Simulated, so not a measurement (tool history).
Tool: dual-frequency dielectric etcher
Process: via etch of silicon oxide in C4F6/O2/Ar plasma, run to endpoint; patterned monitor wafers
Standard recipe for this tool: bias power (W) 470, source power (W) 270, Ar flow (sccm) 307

run,hour,bias power (W),source power (W),Ar flow (sccm),wafers since the last listed run,hours since the last wet clean,hours since the last bias power generator calibration,hours since the last source power generator calibration,hours since the last Ar flow controller change,hours since the last upper electrode change,"incoming incoming film thickness, nm",endpoint time (s)
1,0.0,470,270,307,0,371.3,3882.1,2990.3,1798.9,4445.4,171.0,38.3
2,6.7,470,300,307,109,378.0,3888.8,2997.0,1805.6,4452.1,171.0,37.9
3,22.5,445,270,307,257,393.8,3904.6,3012.8,1821.4,4467.9,171.3,38.9
4,31.3,445,270,307,143,402.6,3913.4,3021.6,1830.2,4476.7,172.5,39.4
5,39.6,445,270,307,135,410.9,3921.7,3029.9,1838.5,4485.0,172.8,39.3
# hour 65.3: wet clean of the chamber
6,65.8,470,270,307,35,0.5,3947.9,3056.1,1864.7,4511.2,171.7,39.9
7,66.2,470,270,307,6,0.9,3948.3,3056.5,1865.1,4511.6,172.0,40.3
# hour 82.8: source power generator calibrated
# hour 87.9: Ar flow controller replaced
8,88.4,387,240,359,214,23.1,3970.5,5.6,0.5,4533.8,171.0,44.4
9,97.3,388,220,359,145,32.0,3979.4,14.5,9.4,4542.7,173.4,46.0
# hour 115.9: bias power generator calibrated
# hour 135.9: upper electrode replaced
10,136.4,470,270,307,245,71.1,20.5,53.6,48.5,0.5,171.9,39.5
11,136.7,470,270,307,4,71.4,20.8,53.9,48.8,0.8,170.6,39.5
12,143.2,470,270,307,105,77.9,27.3,60.4,55.3,7.3,172.4,39.8
13,153.5,520,270,375,167,88.2,37.6,70.7,65.6,17.6,172.1,39.0
14,162.0,423,230,328,138,96.7,46.1,79.2,74.1,26.1,172.2,42.9
15,171.2,376,330,307,149,105.9,55.3,88.4,83.3,35.3,173.3,41.6

Below are 5 alternative next runs, each starting from the tool's condition after run 15. Predict each:
A,171.6,367,270,307,6,106.3,55.7,88.8,83.7,35.7,171.4,?
B,171.6,514,210,337,6,106.3,55.7,88.8,83.7,35.7,171.4,?
C,171.6,470,230,307,6,106.3,55.7,88.8,83.7,35.7,171.4,?
D,171.6,386,250,365,6,106.3,55.7,88.8,83.7,35.7,171.4,?
E,171.6,425,310,370,6,106.3,55.7,88.8,83.7,35.7,171.4,?

run,endpoint time (s)
A,43.4
B,40.4
C,40.7
D,44.1
E,40.8
Without the tool's unlogged condition, the same runs would have read:
run,endpoint time (s)
A,44.2
B,41.1
C,41.5
D,44.9
E,41.6
